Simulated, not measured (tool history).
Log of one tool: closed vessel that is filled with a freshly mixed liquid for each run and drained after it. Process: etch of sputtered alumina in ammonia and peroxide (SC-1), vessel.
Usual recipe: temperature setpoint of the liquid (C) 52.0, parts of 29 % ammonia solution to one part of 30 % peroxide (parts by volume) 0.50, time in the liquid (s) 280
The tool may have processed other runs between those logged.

run	hour	temperature setpoint of the liquid (C)	parts of 29 % ammonia solution to one part of 30 % peroxide (parts by volume)	time in the liquid (s)	read-back film thickness of the sputtered alumina reference wafer, read on the same gauge (nm)	thickness taken off the sputtered alumina on a monitor wafer (nm)
1	0.0	52.0	0.50	280	120.01	17.61
2	106.9	44.0	0.35	280	120.06	10.86
3	211.8	44.0	0.35	280	119.95	11.00
4	303.7	44.0	0.35	280	119.99	10.91
5	359.6	52.0	0.50	280	119.96	17.66
# hour 419.7: gauge calibrated
6	464.6	52.0	0.70	170	120.04	11.07
7	505.5	43.5	0.50	280	119.99	10.99
# hour 514.5: new drum of ammonia solution connected
8	608.9	52.0	0.40	355	119.99	22.07
9	666.9	52.0	0.50	400	119.99	25.21
10	762.2	52.0	0.50	280	120.01	17.73
11	836.4	58.0	0.55	190	119.97	16.66
12	930.5	52.0	0.70	185	120.03	12.21
13	1034.0	52.0	0.60	340	120.00	21.88
# hour 1101.7: ammonia flow meter replaced
14	1108.2	52.0	0.50	280	119.93	17.74
15	1185.8	55.5	0.30	280	120.02	20.44
16	1362.8	61.5	0.30	145	119.96	14.49
# hour 1379.8: new drum of ammonia solution connected
17	1423.8	42.5	0.50	375	120.03	14.05
18	1514.7	52.0	0.50	280	119.98	17.91
19	1600.4	52.0	0.50	280	120.02	17.81
20	1691.8	52.0	0.50	330	119.97	21.06
# hour 1727.4: thermometer replaced
21	1797.9	52.0	0.40	335	120.02	20.72
22	1842.8	58.0	0.40	155	119.99	13.15
23	1931.0	44.5	0.50	280	119.99	11.66
# hour 2046.9: new drum of ammonia solution connected
24	2156.2	46.0	0.50	325	120.02	14.59
25	2204.1	56.5	0.45	230	119.99	18.36
26	2260.6	43.0	0.35	130	120.04	4.77
27	2346.2	52.0	0.50	280	120.02	17.62

Exercise: give the hidden state of the tool at every run:
ammonia flow below the setpoint (%): 0 on each run
ammonia solution weaker than its label (%): 0 on each run
gauge reads high (%): 0 on each run
H1: liquid hotter than its thermometer reads (K)
run	H1
1	0.047
2	0.0663
3	0.0853
4	0.102
5	0.112
6	0.131
7	0.138
8	0.157
9	0.168
10	0.185
11	0.198
12	0.215
13	0.234
14	0.247
15	0.261
16	0.293
17	0.304
18	0.321
19	0.336
20	0.353
21	0.0177
22	0.0258
23	0.0418
24	0.0825
25	0.0912
26	0.101
27	0.117
